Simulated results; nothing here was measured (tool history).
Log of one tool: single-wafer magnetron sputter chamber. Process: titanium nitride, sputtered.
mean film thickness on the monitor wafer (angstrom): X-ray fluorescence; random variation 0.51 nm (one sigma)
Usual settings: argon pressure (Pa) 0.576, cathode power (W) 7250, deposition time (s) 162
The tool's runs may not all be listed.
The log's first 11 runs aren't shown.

run    hour  argon pressure (Pa)  cathode power (W)  deposition time (s)  read-back reference wafer on the same gauge, thickness_nm  mean film thickness on the monitor wafer (angstrom)
 12   528.4                0.576               7250                  162                                                    176.991                                              1942.51
 13   563.4                0.576               7250                  162                                                    176.875                                              1939.84
      587.8  -- magnet pack replaced
 14   600.6                0.732               7250                  182                                                     176.79                                              2036.88
 15   665.5                0.576               6400                  162                                                        177                                              1727.14
 16   704.5                0.424               8350                  162                                                    177.149                                              2392.05
 17   775.9                0.454               8400                  136                                                    177.133                                               1981.3
      789.7  -- gauge calibrated
 18   843.9                0.663               9000                  181                                                    176.864                                              2544.42
 19   899.4                0.428               8950                  162                                                    176.767                                              2539.68
 20   944.3                0.802               7250                  162                                                    177.088                                              1734.15
 21   975.4                0.576               7250                  162                                                    176.924                                              1930.77
 22  1134.3                0.576               8150                  162                                                    177.142                                              2140.63
     1164.8  -- capacitance manometer re-zeroed and calibrated
 23    1201                0.576               7250                  162                                                    177.049                                              1913.71
 24  1269.6                0.576               5900                  186                                                    176.993                                              1798.22
 25  1408.3                0.513               7250                  152                                                     176.96                                              1835.26
 26  1437.6                0.576               7250                  162                                                    177.011                                              1906.66
 27  1594.1                0.576               7250                  162                                                    177.014                                               1893.6
 28  1642.6                0.655               7900                  181                                                    176.704                                              2199.14
 29  1712.8                 0.74               7250                  162                                                    177.013                                               1734.6
 30  1739.6                0.644               6400                  151                                                    177.119                                              1507.33
       1778  -- sputter target and shields replaced
 31  1783.1                 0.66               5600                  189                                                    177.245                                              1694.54
 32  1843.4                0.576               7250                  189                                                    176.963                                              2249.77
 33  1878.7                0.576               9050                  162                                                    176.971                                              2380.29
 34  1987.6                0.576               8250                  182                                                    177.041                                              2454.73
 35  2059.6                 0.73               8800                  145                                                    177.101                                              1938.88
 36  2103.2                0.576               7250                  176                                                    177.076                                              2098.72

3 ways to go on from here, each from the tool as it stands after run 36. What would each give?
  A  2103.6                0.576               7250                  162                                                          ?                                                    ?
  B  2103.6                0.576               7950                  162                                                          ?                                                    ?
  C  2103.6                0.447               8350                  187                                                          ?                                                    ?

run  read-back reference wafer on the same gauge, thickness_nm  mean film thickness on the monitor wafer (angstrom)
  A                                                    176.806                                              1927.86
  B                                                    176.806                                              2105.68
  C                                                    176.806                                               2711.8
Without the tool's hidden state the same runs would have given:
run  mean film thickness on the monitor wafer (angstrom)
  A                                                 1941
  B                                              2120.03
  C                                              2730.28
